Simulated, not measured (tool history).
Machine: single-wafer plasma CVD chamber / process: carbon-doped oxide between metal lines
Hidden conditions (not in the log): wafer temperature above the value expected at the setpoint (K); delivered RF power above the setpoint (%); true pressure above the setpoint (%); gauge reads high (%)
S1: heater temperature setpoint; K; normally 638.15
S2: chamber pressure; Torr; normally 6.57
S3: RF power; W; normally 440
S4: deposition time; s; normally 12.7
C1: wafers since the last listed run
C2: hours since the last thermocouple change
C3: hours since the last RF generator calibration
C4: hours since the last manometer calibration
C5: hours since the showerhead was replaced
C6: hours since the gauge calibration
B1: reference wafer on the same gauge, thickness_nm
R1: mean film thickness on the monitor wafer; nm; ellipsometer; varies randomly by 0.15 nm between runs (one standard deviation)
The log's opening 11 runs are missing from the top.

run	hour	S1	S2	S3	S4	C1	C2	C3	C4	C5	C6	B1	R1
12	153.9	638.15	6	440	11.3	283	104.9	847.6	92.6	5859.2	106.1	63.498	50.256
13	163.9	645.15	6.57	440	12.7	410	114.9	857.6	102.6	5869.2	116.1	63.491	55.586
14	176.2	648.15	7.52	440	12.7	504	127.2	869.9	114.9	5881.5	128.4	63.539	55.609
# hour 194.8: showerhead replaced
15	195.3	634.15	5.96	440	12.7	455	146.3	889	134	0.5	147.5	63.518	56.329
16	195.7	638.15	6.57	440	12.7	16	146.7	889.4	134.4	0.9	147.9	63.461	56.544
# hour 206.6: RF generator calibrated
17	237.5	626.15	7.68	440	11.7	1386	188.5	30.9	176.2	42.7	189.7	63.535	57.743
18	253	638.15	6.57	440	15	635	204	46.4	191.7	58.2	205.2	63.522	70.424
19	265.4	647.15	5.39	495	10.9	508	216.4	58.8	204.1	70.6	217.6	63.549	54.63
20	274.7	630.15	6.57	440	13.6	381	225.7	68.1	213.4	79.9	226.9	63.45	65.666
21	287.5	630.15	6.57	440	10.9	525	238.5	80.9	226.2	92.7	239.7	63.461	52.617
22	296	633.15	6.57	440	10.9	348	247	89.4	234.7	101.2	248.2	63.508	52.111
23	304.3	638.15	5.77	440	12.7	340	255.3	97.7	243	109.5	256.5	63.545	59.108
24	316.8	638.15	7.31	505	14.8	512	267.8	110.2	255.5	122	269	63.527	78.403
25	326.6	628.15	6.57	440	14.2	402	277.6	120	265.3	131.8	278.8	63.426	68.907
26	341.5	638.15	6.57	440	12.7	611	292.5	134.9	280.2	146.7	293.7	63.465	60.041
27	352.9	646.15	7.91	375	13.6	467	303.9	146.3	291.6	158.1	305.1	63.458	54.54
28	368.3	638.15	5.67	415	12.7	631	319.3	161.7	307	173.5	320.5	63.492	56.024
29	385.4	638.15	5.9	440	12.7	701	336.4	178.8	324.1	190.6	337.6	63.484	59.365
30	398.5	638.15	6.57	360	12.7	537	349.5	191.9	337.2	203.7	350.7	63.49	49.334

What if the next run were any one of these 3? Each begins from the tool's condition after run 30:
A	398.9	638.15	6.57	440	12.7	16	349.9	192.3	337.6	204.1	351.1	?	?
B	398.9	624.15	8	440	12.7	16	349.9	192.3	337.6	204.1	351.1	?	?
C	398.9	638.15	6.57	440	11.7	16	349.9	192.3	337.6	204.1	351.1	?	?

run	B1	R1
A	63.439	59.838
B	63.439	63.085
C	63.439	55.202
With no hidden state in the tool, these same runs would have given:
run	R1
A	60.067
B	63.326
C	55.412
